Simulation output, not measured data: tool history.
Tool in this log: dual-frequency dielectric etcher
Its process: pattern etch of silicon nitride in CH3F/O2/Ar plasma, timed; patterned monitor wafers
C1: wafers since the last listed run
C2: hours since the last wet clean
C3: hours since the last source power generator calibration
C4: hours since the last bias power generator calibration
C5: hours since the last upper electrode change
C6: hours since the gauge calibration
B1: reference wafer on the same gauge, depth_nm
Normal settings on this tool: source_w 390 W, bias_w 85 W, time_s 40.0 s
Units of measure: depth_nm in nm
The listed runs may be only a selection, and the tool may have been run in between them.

Run 1, hour 0.0: usual settings; C1 0; C2 256.1; C3 1482.5; C4 5416.2; C5 3990.6; C6 133.3; B1 27.31. Result: depth_nm 30.77 nm.
Run 2, hour 15.0: usual settings; C1 133; C2 271.1; C3 1497.5; C4 5431.2; C5 4005.6; C6 148.3; B1 27.30. Result: depth_nm 30.79 nm.
Run 3, hour 31.2: usual settings; C1 143; C2 287.3; C3 1513.7; C4 5447.4; C5 4021.8; C6 164.5; B1 27.30. Result: depth_nm 30.90 nm.
Run 4, hour 46.7: usual settings; C1 137; C2 302.8; C3 1529.2; C4 5462.9; C5 4037.3; C6 180.0; B1 27.31. Result: depth_nm 30.83 nm.
Run 5, hour 57.0: usual settings; C1 91; C2 313.1; C3 1539.5; C4 5473.2; C5 4047.6; C6 190.3; B1 27.30. Result: depth_nm 30.86 nm.
Run 6, hour 67.6: usual settings but time_s 30.5 s; C1 94; C2 323.7; C3 1550.1; C4 5483.8; C5 4058.2; C6 200.9; B1 27.29. Result: depth_nm 23.56 nm.
Run 7, hour 74.0: usual settings but time_s 30.5 s; C1 56; C2 330.1; C3 1556.5; C4 5490.2; C5 4064.6; C6 207.3; B1 27.30. Result: depth_nm 23.60 nm.
Run 8, hour 90.6: usual settings but time_s 30.5 s; C1 147; C2 346.7; C3 1573.1; C4 5506.8; C5 4081.2; C6 223.9; B1 27.32. Result: depth_nm 23.60 nm.
Run 9, hour 97.0: usual settings but bias_w 90 W; C1 56; C2 353.1; C3 1579.5; C4 5513.2; C5 4087.6; C6 230.3; B1 27.29. Result: depth_nm 31.87 nm.
Run 10, hour 104.6: usual settings but bias_w 90 W; C1 67; C2 360.7; C3 1587.1; C4 5520.8; C5 4095.2; C6 237.9; B1 27.31. Result: depth_nm 31.85 nm.
At hour 109.7: bias power generator calibrated.
Run 11, hour 120.3: usual settings but bias_w 90 W; C1 103; C2 376.4; C3 1602.8; C4 10.6; C5 4110.9; C6 253.6; B1 27.30. Result: depth_nm 31.89 nm.
Run 12, hour 135.1: usual settings; C1 131; C2 391.2; C3 1617.6; C4 25.4; C5 4125.7; C6 268.4; B1 27.30. Result: depth_nm 30.98 nm.
Run 13, hour 145.3: usual settings; C1 90; C2 401.4; C3 1627.8; C4 35.6; C5 4135.9; C6 278.6; B1 27.29. Result: depth_nm 31.02 nm.
Run 14, hour 153.0: usual settings; C1 68; C2 409.1; C3 1635.5; C4 43.3; C5 4143.6; C6 286.3; B1 27.30. Result: depth_nm 30.99 nm.
At hour 185.2: upper electrode replaced.
Run 15, hour 185.7: usual settings but source_w 410 W; C1 77; C2 441.8; C3 1668.2; C4 76.0; C5 0.5; C6 319.0; B1 27.32. Result: depth_nm 31.84 nm.
Run 16, hour 186.0: usual settings but source_w 470 W, time_s 30.0 s; C1 2; C2 442.1; C3 1668.5; C4 76.3; C5 0.8; C6 319.3; B1 27.30. Result: depth_nm 25.45 nm.
Run 17, hour 190.2: usual settings but bias_w 92 W, time_s 47.5 s; C1 37; C2 446.3; C3 1672.7; C4 80.5; C5 5.0; C6 323.5; B1 27.29. Result: depth_nm 38.31 nm.
Run 18, hour 204.6: usual settings but source_w 460 W, time_s 48.5 s; C1 127; C2 460.7; C3 1687.1; C4 94.9; C5 19.4; C6 337.9; B1 27.30. Result: depth_nm 40.69 nm.
Run 19, hour 211.2: usual settings but source_w 290 W, bias_w 76 W, time_s 29.0 s; C1 58; C2 467.3; C3 1693.7; C4 101.5; C5 26.0; C6 344.5; B1 27.31. Result: depth_nm 18.31 nm.
At hour 219.1: gauge calibrated.
At hour 235.3: source power generator calibrated.
At hour 242.5: wet clean of the chamber.
Run 20, hour 243.0: usual settings but source_w 320 W, time_s 35.0 s; C1 182; C2 0.5; C3 7.7; C4 133.3; C5 57.8; C6 23.9; B1 27.30. Result: depth_nm 24.30 nm.
Run 21, hour 243.3: usual settings but source_w 320 W; C1 2; C2 0.8; C3 8.0; C4 133.6; C5 58.1; C6 24.2; B1 27.31. Result: depth_nm 27.74 nm.
Run 22, hour 249.1: usual settings but source_w 460 W, bias_w 69 W; C1 51; C2 6.6; C3 13.8; C4 139.4; C5 63.9; C6 30.0; B1 27.32. Result: depth_nm 29.95 nm.
Run 23, hour 259.4: usual settings but source_w 450 W, bias_w 67 W; C1 91; C2 16.9; C3 24.1; C4 149.7; C5 74.2; C6 40.3; B1 27.31. Result: depth_nm 29.20 nm.
Run 24, hour 272.6: usual settings; C1 117; C2 30.1; C3 37.3; C4 162.9; C5 87.4; C6 53.5; B1 27.31. Result: depth_nm 30.66 nm.
Run 25, hour 285.4: usual settings; C1 113; C2 42.9; C3 50.1; C4 175.7; C5 100.2; C6 66.3; B1 27.30. Result: depth_nm 30.60 nm.
Run 26, hour 297.7: usual settings but time_s 48.0 s; C1 109; C2 55.2; C3 62.4; C4 188.0; C5 112.5; C6 78.6; B1 27.31. Result: depth_nm 36.77 nm.
Run 27, hour 305.3: usual settings; C1 67; C2 62.8; C3 70.0; C4 195.6; C5 120.1; C6 86.2; B1 27.30. Result: depth_nm 30.59 nm.
Run 28, hour 314.5: usual settings; C1 81; C2 72.0; C3 79.2; C4 204.8; C5 129.3; C6 95.4; B1 27.30. Result: depth_nm 30.74 nm.
Run 29, hour 326.0: usual settings; C1 101; C2 83.5; C3 90.7; C4 216.3; C5 140.8; C6 106.9; B1 27.31. Result: depth_nm 30.76 nm.
Run 30, hour 342.3: usual settings but source_w 360 W, bias_w 71 W; C1 144; C2 99.8; C3 107.0; C4 232.6; C5 157.1; C6 123.2; B1 27.30. Result: depth_nm 27.02 nm.

Difference, measured minus no-hidden-state, one row per run. Run-to-run variation is common to both terms; the gauge's own scatter need not be:
The tool's hidden condition here consists of: etch rate over this chamber's usual, %; source power that arrives over what is set, %; bias power that arrives over what is set, %; gauge reads high (%).
run  depth_nm
  1     +0.24
  2     +0.26
  3     +0.28
  4     +0.30
  5     +0.32
  6     +0.24
  7     +0.25
  8     +0.27
  9     +0.38
 10     +0.39
 11     +0.40
 12     +0.41
 13     +0.43
 14     +0.43
 15     +0.49
 16     +0.39
 17     +0.60
 18     +0.66
 19     +0.30
 20     +0.04
 21     +0.04
 22     +0.06
 23     +0.07
 24     +0.10
 25     +0.11
 26     +0.14
 27     +0.13
 28     +0.14
 29     +0.16
 30     +0.16
